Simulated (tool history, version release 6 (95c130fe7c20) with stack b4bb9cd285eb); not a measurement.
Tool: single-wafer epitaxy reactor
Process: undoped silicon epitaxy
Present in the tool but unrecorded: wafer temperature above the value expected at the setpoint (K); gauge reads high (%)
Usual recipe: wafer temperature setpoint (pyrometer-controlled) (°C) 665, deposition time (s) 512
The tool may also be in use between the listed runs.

run	hour	wafer temperature setpoint (pyrometer-controlled) (°C)	deposition time (s)	wafers since the last listed run	hours since the last pyrometer calibration	hours since the gauge calibration	read-back reference wafer on the same gauge, thickness_nm	mean film thickness on the monitor wafer (angstrom)
1	0.0	665	512	0	2357.1	226.5	95.140	1171.25
2	23.4	665	512	93	2380.5	249.9	94.949	1172.97
# hour 31.0: gauge calibrated
3	46.3	665	512	91	2403.4	15.3	94.903	1182.65
4	75.8	665	512	118	2432.9	44.8	94.958	1176.35
5	111.5	665	512	142	2468.6	80.5	95.018	1181.67
6	124.3	662	512	51	2481.4	93.3	94.987	1091.44
7	156.7	662	512	129	2513.8	125.7	95.107	1092.07
8	181.1	678	512	97	2538.2	150.1	95.072	1607.31
# hour 206.3: pyrometer calibrated
9	272.3	665	608	332	66.0	241.3	94.939	1400.64
10	289.8	665	512	70	83.5	258.8	94.983	1175.37
# hour 299.8: gauge calibrated
11	306.8	660	482	68	100.5	7.0	95.099	983.97
12	323.1	656	452	65	116.8	23.3	95.077	834.18
13	349.2	654	426	104	142.9	49.4	94.972	749.07
14	377.1	665	512	111	170.8	77.3	94.870	1178.86
15	401.2	653	512	96	194.9	101.4	95.109	878.05

3 ways to go on from here, each from the tool as it stands after run 15. What would each give?
A	401.7	665	480	2	195.4	101.9	?	?
B	401.7	659	454	2	195.4	101.9	?	?
C	401.7	655	576	2	195.4	101.9	?	?

run	read-back reference wafer on the same gauge, thickness_nm	mean film thickness on the monitor wafer (angstrom)
A	94.934	1104.68
B	94.934	903.49
C	94.934	1039.17
With the hidden condition removed and each run's random variation left untouched, the same runs would have given:
run	mean film thickness on the monitor wafer (angstrom)
A	1104.68
B	903.49
C	1039.17
